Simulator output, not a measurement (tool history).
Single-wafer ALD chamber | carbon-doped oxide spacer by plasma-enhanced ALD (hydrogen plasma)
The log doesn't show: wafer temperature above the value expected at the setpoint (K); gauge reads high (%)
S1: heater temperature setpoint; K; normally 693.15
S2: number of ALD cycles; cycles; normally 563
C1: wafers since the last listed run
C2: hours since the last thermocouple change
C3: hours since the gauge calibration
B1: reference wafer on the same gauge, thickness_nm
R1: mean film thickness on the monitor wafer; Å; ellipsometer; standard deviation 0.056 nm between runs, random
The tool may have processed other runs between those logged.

| run | hour | S1 | S2 | C1 | C2 | C3 | B1 | R1 |
|---|---|---|---|---|---|---|---|---|
| 1 | 0 | 693.15 | 563 | 0 | 2010.7 | 862 | 26.218 | 257.56 |
| 2 | 60.3 | 693.15 | 563 | 50 | 2071 | 922.3 | 26.179 | 257.48 |
| 3 | 122.1 | 693.15 | 540 | 51 | 2132.8 | 984.1 | 26.198 | 247.02 |
| 4 | 192.9 | 693.15 | 540 | 59 | 2203.6 | 1054.9 | 26.197 | 247.42 |
| 5 | 255.9 | 693.15 | 540 | 52 | 2266.6 | 1117.9 | 26.197 | 245.91 |
| 6 | 284.8 | 702.15 | 563 | 24 | 2295.5 | 1146.8 | 26.196 | 248.44 |
| 7 | 345 | 702.15 | 563 | 50 | 2355.7 | 1207 | 26.222 | 249.86 |
| 8 | 395.4 | 693.15 | 563 | 42 | 2406.1 | 1257.4 | 26.196 | 257.66 |
| 9 | 447 | 698.15 | 513 | 43 | 2457.7 | 1309 | 26.201 | 230.06 |
| 10 | 484.8 | 698.15 | 513 | 31 | 2495.5 | 1346.8 | 26.187 | 230.36 |
| 11 | 552 | 698.15 | 513 | 56 | 2562.7 | 1414 | 26.185 | 230.01 |
| 12 | 594.7 | 700.15 | 652 | 35 | 2605.4 | 1456.7 | 26.204 | 289.99 |
| 13 | 622.2 | 693.15 | 563 | 22 | 2632.9 | 1484.2 | 26.209 | 256.82 |
|  | 696 | gauge calibrated |
|  | 730.4 | thermocouple changed; heater temperature recalibrated |
| 14 | 819 | 693.15 | 482 | 157 | 88.6 | 123 | 26.179 | 220.33 |
| 15 | 847.5 | 693.15 | 460 | 23 | 117.1 | 151.5 | 26.216 | 209.06 |
| 16 | 877.3 | 702.15 | 593 | 24 | 146.9 | 181.3 | 26.209 | 262.38 |
| 17 | 911.6 | 693.15 | 563 | 28 | 181.2 | 215.6 | 26.199 | 257.84 |
| 18 | 1094.2 | 700.15 | 516 | 152 | 363.8 | 398.2 | 26.19 | 229.58 |
| 19 | 1164.6 | 693.15 | 563 | 58 | 434.2 | 468.6 | 26.203 | 257.55 |
| 20 | 1205.8 | 698.15 | 513 | 34 | 475.4 | 509.8 | 26.198 | 229.33 |
| 21 | 1258.9 | 701.15 | 563 | 44 | 528.5 | 562.9 | 26.181 | 248.55 |
| 22 | 1290.6 | 681.15 | 504 | 26 | 560.2 | 594.6 | 26.221 | 240.47 |
| 23 | 1335.6 | 698.15 | 530 | 37 | 605.2 | 639.6 | 26.188 | 237.84 |

Take each entry between the runs: how does the hidden state at the last listed run before it differ from the hidden state at the first listed run after it?
Logged between run 13 and run 14: gauge calibrated (hour 696); thermocouple changed; heater temperature recalibrated (hour 730.4)
  no difference in the tool's unlogged condition between these two runs

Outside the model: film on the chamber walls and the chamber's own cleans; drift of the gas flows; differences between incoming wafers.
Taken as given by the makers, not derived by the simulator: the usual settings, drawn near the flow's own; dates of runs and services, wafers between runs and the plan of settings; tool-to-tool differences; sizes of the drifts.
